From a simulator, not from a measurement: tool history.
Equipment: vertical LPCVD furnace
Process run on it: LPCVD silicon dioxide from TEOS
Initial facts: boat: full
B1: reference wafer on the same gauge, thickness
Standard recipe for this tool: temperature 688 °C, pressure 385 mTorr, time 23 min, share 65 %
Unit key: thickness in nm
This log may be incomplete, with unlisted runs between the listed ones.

{"run": 1, "hour": 0.0, "temperature": 688, "pressure": 385, "time": 23, "share": 65, "B1": 126.03, "thickness": 151.63}
{"run": 2, "hour": 6.8, "temperature": 688, "pressure": 385, "time": 17.5, "share": 65, "B1": 125.97, "thickness": 115.31}
{"run": 3, "hour": 14.7, "temperature": 688, "pressure": 385, "time": 23, "share": 65, "B1": 126, "thickness": 151.13}
{"run": 4, "hour": 24.8, "temperature": 688, "pressure": 385, "time": 23, "share": 65, "B1": 126, "thickness": 151.17}
{"run": 5, "hour": 31.2, "temperature": 688, "pressure": 385, "time": 23, "share": 65, "B1": 125.96, "thickness": 151.33}
{"run": 6, "hour": 40.3, "temperature": 688, "pressure": 385, "time": 25, "share": 65, "B1": 126.03, "thickness": 164.7}
{"run": 7, "hour": 58.4, "temperature": 688, "pressure": 385, "time": 25, "share": 65, "B1": 125.99, "thickness": 164.93}
{"run": 8, "hour": 71.3, "temperature": 688, "pressure": 385, "time": 25, "share": 65, "B1": 125.99, "thickness": 164.78}
{"run": 9, "hour": 89.4, "temperature": 688, "pressure": 385, "time": 26.5, "share": 65, "B1": 125.98, "thickness": 174.67}
{"run": 10, "hour": 104.8, "temperature": 688, "pressure": 385, "time": 26.5, "share": 65, "B1": 126.03, "thickness": 174.43}
{"run": 11, "hour": 113.3, "temperature": 688, "pressure": 385, "time": 23, "share": 65, "B1": 125.95, "thickness": 151.62}
{"hour": 147.2, "done": "thermocouples replaced and temperature profile calibrated"}
{"run": 12, "hour": 147.7, "temperature": 688, "pressure": 385, "time": 23, "share": 65, "B1": 126.03, "thickness": 133.7}
{"run": 13, "hour": 164.3, "temperature": 688, "pressure": 385, "time": 23, "share": 65, "B1": 125.95, "thickness": 133.45}
{"hour": 168.5, "done": "gauge calibrated"}
{"hour": 191.8, "done": "pressure gauge zeroed"}
{"hour": 205.5, "done": "TEOS flow controller replaced"}
{"run": 14, "hour": 206.0, "temperature": 688, "pressure": 385, "time": 25, "share": 65, "B1": 126.03, "thickness": 142.09}
{"run": 15, "hour": 210.3, "temperature": 688, "pressure": 425, "time": 23, "share": 65, "B1": 126.03, "thickness": 137.64}
{"run": 16, "hour": 214.7, "temperature": 688, "pressure": 385, "time": 25, "share": 65, "B1": 125.99, "thickness": 142.51}
{"run": 17, "hour": 221.8, "temperature": 688, "pressure": 385, "time": 23, "share": 65, "B1": 126.02, "thickness": 130.95}
{"run": 18, "hour": 229.9, "temperature": 688, "pressure": 385, "time": 18.5, "share": 57, "B1": 125.97, "thickness": 98.92}
{"run": 19, "hour": 245.9, "temperature": 682, "pressure": 440, "time": 29, "share": 61, "B1": 125.99, "thickness": 148.46}
{"run": 20, "hour": 262.4, "temperature": 688, "pressure": 295, "time": 23, "share": 65, "B1": 126.01, "thickness": 115.24}
{"run": 21, "hour": 283.8, "temperature": 684, "pressure": 385, "time": 30, "share": 56, "B1": 126, "thickness": 144.76}
{"run": 22, "hour": 337.0, "temperature": 688, "pressure": 385, "time": 29, "share": 60, "B1": 126, "thickness": 160.03}
{"run": 23, "hour": 345.1, "temperature": 688, "pressure": 470, "time": 23, "share": 53, "B1": 125.98, "thickness": 131.55}
{"run": 24, "hour": 393.8, "temperature": 696, "pressure": 435, "time": 23, "share": 65, "B1": 125.98, "thickness": 169.99}
{"run": 25, "hour": 409.0, "temperature": 688, "pressure": 470, "time": 23, "share": 71, "B1": 125.98, "thickness": 152.95}
{"hour": 421.9, "done": "gauge calibrated"}
{"run": 26, "hour": 425.1, "temperature": 678, "pressure": 385, "time": 23, "share": 57, "B1": 125.98, "thickness": 97.76}

What if the next run were any one of these 3? Each begins from the tool's condition after run 26:
{"run": "A", "hour": 429.6, "temperature": 688, "pressure": 385, "time": 16.5, "share": 65, "B1": "?", "thickness": "?"}
{"run": "B", "hour": 429.6, "temperature": 688, "pressure": 340, "time": 27, "share": 65, "B1": "?", "thickness": "?"}
{"run": "C", "hour": 429.6, "temperature": 688, "pressure": 320, "time": 26, "share": 65, "B1": "?", "thickness": "?"}

run=A B1=126.01 thickness=95.44
run=B B1=126.01 thickness=146.97
run=C B1=126.01 thickness=137.41
Take away the tool's hidden state, keep each run's random variation, and the runs would have read:
run=A thickness=93.82
run=B thickness=144.27
run=C thickness=134.78

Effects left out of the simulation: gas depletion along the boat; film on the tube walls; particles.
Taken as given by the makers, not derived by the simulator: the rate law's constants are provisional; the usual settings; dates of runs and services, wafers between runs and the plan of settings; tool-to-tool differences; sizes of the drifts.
